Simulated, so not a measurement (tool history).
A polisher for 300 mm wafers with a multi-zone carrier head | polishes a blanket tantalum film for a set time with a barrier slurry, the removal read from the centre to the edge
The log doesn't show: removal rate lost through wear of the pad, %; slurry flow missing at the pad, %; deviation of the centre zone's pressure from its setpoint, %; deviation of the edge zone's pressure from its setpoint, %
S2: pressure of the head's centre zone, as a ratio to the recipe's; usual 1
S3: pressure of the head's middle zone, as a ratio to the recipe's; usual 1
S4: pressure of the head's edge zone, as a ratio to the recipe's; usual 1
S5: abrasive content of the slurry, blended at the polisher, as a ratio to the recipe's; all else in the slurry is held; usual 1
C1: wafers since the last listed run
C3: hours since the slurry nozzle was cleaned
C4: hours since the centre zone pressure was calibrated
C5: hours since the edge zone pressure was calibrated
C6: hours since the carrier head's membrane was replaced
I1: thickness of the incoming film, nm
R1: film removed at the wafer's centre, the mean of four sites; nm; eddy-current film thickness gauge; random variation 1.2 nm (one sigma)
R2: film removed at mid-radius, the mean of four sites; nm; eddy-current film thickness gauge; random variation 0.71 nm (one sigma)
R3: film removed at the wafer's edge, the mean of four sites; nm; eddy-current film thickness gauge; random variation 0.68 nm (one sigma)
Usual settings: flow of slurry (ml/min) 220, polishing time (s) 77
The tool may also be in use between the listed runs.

Run 1, day 0: usual settings; C1 0; wafers polished on this pad 1193; C3 356.2; C4 274.9; C5 756.5; C6 500.3; I1 253.2. Result: R1 95.1 nm, R2 91.2 nm, R3 91.6 nm.
At day 0.767: worn pad replaced by a new one.
Run 2, day 1.15: usual settings; C1 238; wafers polished on this pad 93; C3 383.8; C4 302.5; C5 784.1; C6 527.9; I1 251.6. Result: R1 97.5 nm, R2 92.9 nm, R3 93.2 nm.
Run 3, day 1.658: usual settings; C1 123; wafers polished on this pad 216; C3 396; C4 314.7; C5 796.3; C6 540.1; I1 248.8. Result: R1 97.3 nm, R2 93.2 nm, R3 92.9 nm.
At day 2.25: slurry nozzle cleaned.
Run 4, day 2.608: usual settings; C1 220; wafers polished on this pad 436; C3 8.6; C4 337.5; C5 819.1; C6 562.9; I1 245.5. Result: R1 96.4 nm, R2 93.3 nm, R3 92.2 nm.
Run 5, day 3.804: usual settings; C1 289; wafers polished on this pad 726; C3 37.3; C4 366.2; C5 847.8; C6 591.6; I1 255.1. Result: R1 96.1 nm, R2 92.6 nm, R3 92.7 nm.
Run 6, day 4.842: usual settings but flow of slurry (ml/min) 250; C1 251; wafers polished on this pad 978; C3 62.2; C4 391.1; C5 872.7; C6 616.5; I1 248.4. Result: R1 96.4 nm, R2 92.5 nm, R3 91.7 nm.
Run 7, day 5.679: usual settings but flow of slurry (ml/min) 250; C1 203; wafers polished on this pad 1181; C3 82.3; C4 411.2; C5 892.8; C6 636.6; I1 250.2. Result: R1 96.9 nm, R2 92.2 nm, R3 91.5 nm.
Run 8, day 6.721: usual settings but flow of slurry (ml/min) 170, S3 0.91, S4 1.11; C1 252; wafers polished on this pad 1433; C3 107.3; C4 436.2; C5 917.8; C6 661.6; I1 248.9. Result: R1 85.5 nm, R2 78.7 nm, R3 90.9 nm.
At day 7.058: worn pad replaced by a new one.
Run 9, day 7.838: usual settings; C1 230; wafers polished on this pad 189; C3 134.1; C4 463; C5 944.6; C6 688.4; I1 247. Result: R1 98.9 nm, R2 94.9 nm, R3 94.4 nm.
Run 10, day 8.754: usual settings but flow of slurry (ml/min) 275, S2 0.96, S3 1.06, S4 1.03; C1 222; wafers polished on this pad 411; C3 156.1; C4 485; C5 966.6; C6 710.4; I1 249.9. Result: R1 97.7 nm, R2 102.9 nm, R3 98.4 nm.
Run 11, day 9.604: usual settings but flow of slurry (ml/min) 255, S2 1.1, S3 0.91, S5 0.8; C1 206; wafers polished on this pad 617; C3 176.5; C4 505.4; C5 987; C6 730.8; I1 252.4. Result: R1 105 nm, R2 85.3 nm, R3 92.3 nm.
Run 12, day 10.938: usual settings but S3 0.93, S4 0.93, S5 1.25; C1 323; wafers polished on this pad 941; C3 208.5; C4 537.4; C5 1019; C6 762.8; I1 254.7. Result: R1 99.9 nm, R2 92.2 nm, R3 93 nm.
Run 13, day 12.117: usual settings but flow of slurry (ml/min) 170, S4 1.1, S5 0.85, polishing time (s) 92; C1 285; wafers polished on this pad 1226; C3 236.8; C4 565.7; C5 1047.3; C6 791.1; I1 250. Result: R1 102.8 nm, R2 101.9 nm, R3 106 nm.
At day 13.625: worn pad replaced by a new one.
Run 14, day 14.042: usual settings but S4 0.94, polishing time (s) 89; C1 426; wafers polished on this pad 101; C3 283; C4 611.9; C5 1093.5; C6 837.3; I1 250.1. Result: R1 112.6 nm, R2 109.1 nm, R3 105 nm.
Run 15, day 14.938: usual settings but S3 0.95, S4 1.09, S5 1.25, polishing time (s) 57; C1 217; wafers polished on this pad 318; C3 304.5; C4 633.4; C5 1115; C6 858.8; I1 246. Result: R1 75.8 nm, R2 69.7 nm, R3 75.5 nm.
Run 16, day 15.5: usual settings but S2 1.06, S5 1.2; C1 136; wafers polished on this pad 454; C3 318; C4 646.9; C5 1128.5; C6 872.3; I1 247.2. Result: R1 106.6 nm, R2 97.5 nm, R3 97.5 nm.
At day 15.808: edge zone pressure recalibrated.
At day 16.954: carrier head's membrane replaced by a new one.
Run 17, day 16.971: usual settings but flow of slurry (ml/min) 260, S5 1.1, polishing time (s) 69; C1 285; wafers polished on this pad 740; C3 353.3; C4 682.2; C5 27.9; C6 0.4; I1 247.3. Result: R1 90.1 nm, R2 86.6 nm, R3 86.2 nm.
At day 17.738: centre zone pressure recalibrated.
Run 18, day 18.338: usual settings but flow of slurry (ml/min) 200, S2 1.08; C1 311; wafers polished on this pad 1051; C3 386.1; C4 14.4; C5 60.7; C6 33.2; I1 248.7. Result: R1 99.9 nm, R2 90.3 nm, R3 90.7 nm.
Run 19, day 19.171: usual settings; C1 202; wafers polished on this pad 1253; C3 406.1; C4 34.4; C5 80.7; C6 53.2; I1 250.7. Result: R1 93.4 nm, R2 90.8 nm, R3 90 nm.
At day 20.042: worn pad replaced by a new one.
Run 20, day 20.062: usual settings but S2 0.96, S3 1.04; C1 175; wafers polished on this pad 4; C3 427.5; C4 55.8; C5 102.1; C6 74.6; I1 246.9. Result: R1 93.5 nm, R2 96 nm, R3 93.7 nm.
At day 21.142: slurry nozzle cleaned.
Run 21, day 24.088: usual settings; C1 965; wafers polished on this pad 970; C3 70.7; C4 152.4; C5 198.7; C6 171.2; I1 248.7. Result: R1 96.8 nm, R2 91.9 nm, R3 90.5 nm.
Run 22, day 24.621: usual settings but polishing time (s) 67; C1 129; wafers polished on this pad 1099; C3 83.5; C4 165.2; C5 211.5; C6 184; I1 250.9. Result: R1 82 nm, R2 80.2 nm, R3 78.7 nm.

Measured less the same run without the tool's hidden state. The same run-to-run variation is in both; the gauge's scatter may not be:
run    R1    R2    R3
  1  -3.5  -3.3  -3.4
  2  -1.4  -1.4  -1.3
  3  -1.5  -1.4  -1.4
  4  -1.9  -1.8  -1.8
  5  -2.7  -2.6  -2.6
  6  -3.8  -3.6  -3.6
  7    -5  -4.7  -4.6
  8  -5.9  -5.4  -6.3
  9  -0.1  -0.1  -0.1
 10  -0.4  -0.5  -0.4
 11    -1  -0.8  -0.8
 12  -2.2    -2    -2
 13  -3.9  -3.9  -4.1
 14  -0.5  -0.5  -0.5
 15  -0.5  -0.5  -0.5
 16    -1  -0.9  -0.9
 17  -1.8  -1.8  -1.8
 18  -3.7  -3.3  -3.3
 19  -4.7  -4.6  -4.5
 20    -1  -0.9    -1
 21  -3.4  -3.2  -3.1
 22  -3.4  -3.4  -3.3

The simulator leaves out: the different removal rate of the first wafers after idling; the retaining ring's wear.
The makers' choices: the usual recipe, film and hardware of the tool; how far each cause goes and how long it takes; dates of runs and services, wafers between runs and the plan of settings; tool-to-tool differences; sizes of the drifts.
